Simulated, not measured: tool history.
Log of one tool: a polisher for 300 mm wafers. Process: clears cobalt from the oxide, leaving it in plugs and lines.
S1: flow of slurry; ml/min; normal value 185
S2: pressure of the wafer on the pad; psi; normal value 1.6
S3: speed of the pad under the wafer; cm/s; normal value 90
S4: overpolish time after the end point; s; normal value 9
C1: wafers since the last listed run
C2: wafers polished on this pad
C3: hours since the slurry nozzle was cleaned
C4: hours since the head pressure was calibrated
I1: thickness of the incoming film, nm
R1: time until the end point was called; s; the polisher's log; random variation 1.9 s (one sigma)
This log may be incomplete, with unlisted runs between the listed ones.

run,hour,S1,S2,S3,S4,C1,C2,C3,C4,I1,R1
1,0,185,1.1,90,9,0,1550,344.6,695.1,349.1,171.5
# hour 17.6: worn pad replaced by a new one
2,18.1,185,1.1,90,9,108,3,362.7,713.2,353.2,153.8
3,23.9,185,1.1,90,9,44,48,368.5,719,344.7,150.4
4,31.6,185,1.3,90,9,59,107,376.2,726.7,349.3,128
5,42.5,185,1.6,90,12,83,190,387.1,737.6,349.1,103.1
6,57.8,185,1.6,90,9,117,308,402.4,752.9,349.8,107.9
7,68.5,185,1.6,90,9,82,390,413.1,763.6,346.5,102.3
8,85.8,185,1.6,90,9,132,522,430.4,780.9,352.5,106.8
9,99.2,185,2.1,90,9,102,625,443.8,794.3,345.9,77.5
10,108.1,185,2.1,90,9,68,693,452.7,803.2,352.5,79.4
# hour 136.8: slurry nozzle cleaned
# hour 156.1: head pressure recalibrated
11,156.6,210,1.6,76,9,348,1042,19.8,0.5,348.7,119.8
12,163.2,165,1.3,116,10,50,1093,26.4,7.1,351.3,111.9
13,174.5,230,1.3,120,9,86,1179,37.7,18.4,350.4,105.9
14,191.7,185,1.6,90,6,131,1311,54.9,35.6,348.7,108.8
15,203.3,185,1.6,90,9,88,1400,66.5,47.2,354.5,116.3
# hour 213.4: worn pad replaced by a new one
16,217.3,130,1.6,116,9,76,29,80.5,61.2,349.3,88.4
17,225.7,140,1.2,106,13,64,94,88.9,69.6,356.9,124.8
18,237.9,185,1.1,90,7,93,187,101.1,81.8,353.5,152.1
19,252.9,185,1.6,62,9,114,302,116.1,96.8,345.2,132.7
20,264.5,185,1.6,90,9,88,391,127.7,108.4,348.2,106.2
21,270.9,185,1.6,90,9,49,440,134.1,114.8,353,104.6

3 ways to go on from here, each from the tool as it stands after run 21. What would each give?
A,271.4,185,1.8,90,9,3,444,134.6,115.3,350.2,?
B,271.4,185,1.6,120,5,3,444,134.6,115.3,350.2,?
C,271.4,240,2.1,118,6,3,444,134.6,115.3,350.2,?

run,R1
A,94.5
B,85.8
C,64.4
Without the tool's hidden state the same runs would have given:
run,R1
A,93.2
B,84.6
C,63.5

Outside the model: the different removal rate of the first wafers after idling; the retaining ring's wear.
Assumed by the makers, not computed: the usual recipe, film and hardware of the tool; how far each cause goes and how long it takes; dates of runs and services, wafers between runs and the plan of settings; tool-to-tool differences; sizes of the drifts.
